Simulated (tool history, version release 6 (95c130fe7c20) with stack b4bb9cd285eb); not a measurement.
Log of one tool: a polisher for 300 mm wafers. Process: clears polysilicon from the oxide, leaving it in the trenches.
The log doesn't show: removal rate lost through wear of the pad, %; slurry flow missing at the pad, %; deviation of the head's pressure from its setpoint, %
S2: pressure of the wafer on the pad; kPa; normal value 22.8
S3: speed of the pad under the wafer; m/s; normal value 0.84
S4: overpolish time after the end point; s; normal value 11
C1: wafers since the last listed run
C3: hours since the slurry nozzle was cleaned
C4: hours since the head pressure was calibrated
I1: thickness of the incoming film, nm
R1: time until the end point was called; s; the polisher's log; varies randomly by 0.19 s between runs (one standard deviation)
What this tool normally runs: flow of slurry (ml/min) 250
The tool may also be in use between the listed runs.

run 1 hour=0 | flow_of_slurry_(ml/min)=250 S2=22.8 S3=0.84 S4=11 | C1=0 wafers_polished_on_this_pad=1392 C3=305.3 C4=564.1 | I1=303 | R1=17.7
-- hour=39.2 worn pad replaced by a new one
run 2 hour=59.2 | flow_of_slurry_(ml/min)=250 S2=22.8 S3=0.84 S4=11 | C1=720 wafers_polished_on_this_pad=261 C3=364.5 C4=623.3 | I1=297.8 | R1=17.2
run 3 hour=109.7 | flow_of_slurry_(ml/min)=250 S2=22.8 S3=0.84 S4=8 | C1=659 wafers_polished_on_this_pad=920 C3=415 C4=673.8 | I1=303.4 | R1=17.6
run 4 hour=150.3 | flow_of_slurry_(ml/min)=250 S2=22.8 S3=0.84 S4=8 | C1=529 wafers_polished_on_this_pad=1450 C3=455.6 C4=714.4 | I1=296 | R1=17
-- hour=190.9 worn pad replaced by a new one
run 5 hour=216.6 | flow_of_slurry_(ml/min)=250 S2=22.8 S3=0.84 S4=8 | C1=813 wafers_polished_on_this_pad=335 C3=521.9 C4=780.7 | I1=301.1 | R1=17.4
run 6 hour=242.4 | flow_of_slurry_(ml/min)=250 S2=22.8 S3=0.84 S4=11 | C1=336 wafers_polished_on_this_pad=672 C3=547.7 C4=806.5 | I1=300.8 | R1=17.3
run 7 hour=313.7 | flow_of_slurry_(ml/min)=250 S2=22.8 S3=0.84 S4=11 | C1=930 wafers_polished_on_this_pad=1603 C3=619 C4=877.8 | I1=299 | R1=17.1
-- hour=353.3 worn pad replaced by a new one, of another model than before
run 8 hour=361.5 | flow_of_slurry_(ml/min)=250 S2=22.8 S3=0.84 S4=11 | C1=571 wafers_polished_on_this_pad=107 C3=666.8 C4=925.6 | I1=298.1 | R1=17.5
-- hour=409.6 slurry nozzle cleaned
run 9 hour=484.3 | flow_of_slurry_(ml/min)=250 S2=22.8 S3=0.72 S4=9 | C1=1589 wafers_polished_on_this_pad=1697 C3=74.7 C4=1048.4 | I1=298.3 | R1=18.6
-- hour=546.2 worn pad replaced by a new one
run 10 hour=550.3 | flow_of_slurry_(ml/min)=250 S2=15.9 S3=0.56 S4=11 | C1=809 wafers_polished_on_this_pad=54 C3=140.7 C4=1114.4 | I1=296.5 | R1=24.6
run 11 hour=598.6 | flow_of_slurry_(ml/min)=250 S2=22.8 S3=0.84 S4=13 | C1=630 wafers_polished_on_this_pad=684 C3=189 C4=1162.7 | I1=299.6 | R1=17.5
-- hour=622.3 head pressure recalibrated
run 12 hour=664.8 | flow_of_slurry_(ml/min)=195 S2=18.6 S3=1.1 S4=15 | C1=837 wafers_polished_on_this_pad=1522 C3=255.2 C4=42.5 | I1=295.9 | R1=17.6
run 13 hour=691.3 | flow_of_slurry_(ml/min)=250 S2=22.8 S3=0.84 S4=11 | C1=345 wafers_polished_on_this_pad=1868 C3=281.7 C4=69 | I1=301.2 | R1=18.4
-- hour=713 worn pad replaced by a new one
run 14 hour=720.7 | flow_of_slurry_(ml/min)=200 S2=22.8 S3=0.84 S4=11 | C1=331 wafers_polished_on_this_pad=100 C3=311.1 C4=98.4 | I1=295.6 | R1=18
run 15 hour=765.5 | flow_of_slurry_(ml/min)=250 S2=22.8 S3=0.84 S4=11 | C1=584 wafers_polished_on_this_pad=685 C3=355.9 C4=143.2 | I1=298 | R1=18
run 16 hour=805 | flow_of_slurry_(ml/min)=225 S2=20.7 S3=0.84 S4=5 | C1=515 wafers_polished_on_this_pad=1200 C3=395.4 C4=182.7 | I1=301.2 | R1=19.4
run 17 hour=857.6 | flow_of_slurry_(ml/min)=165 S2=22.8 S3=0.84 S4=11 | C1=686 wafers_polished_on_this_pad=1887 C3=448 C4=235.3 | I1=300.9 | R1=18.5

Here are 4 independent what-if runs from the current tool condition. What would each one return?
run A hour=858 | flow_of_slurry_(ml/min)=250 S2=22.8 S3=0.84 S4=11 | C1=5 wafers_polished_on_this_pad=1892 C3=448.4 C4=235.7 | I1=303.3 | R1=?
run B hour=858 | flow_of_slurry_(ml/min)=250 S2=22.8 S3=0.84 S4=17 | C1=5 wafers_polished_on_this_pad=1892 C3=448.4 C4=235.7 | I1=303.3 | R1=?
run C hour=858 | flow_of_slurry_(ml/min)=250 S2=22.8 S3=1.06 S4=7 | C1=5 wafers_polished_on_this_pad=1892 C3=448.4 C4=235.7 | I1=303.3 | R1=?
run D hour=858 | flow_of_slurry_(ml/min)=250 S2=22.8 S3=0.64 S4=5 | C1=5 wafers_polished_on_this_pad=1892 C3=448.4 C4=235.7 | I1=303.3 | R1=?

run=A R1=18
run=B R1=18
run=C R1=16.1
run=D R1=20.2
The same runs, with their run-to-run variation unchanged, on a tool lacking any hidden condition would have given:
run=A R1=18.5
run=B R1=18.5
run=C R1=16.5
run=D R1=20.7
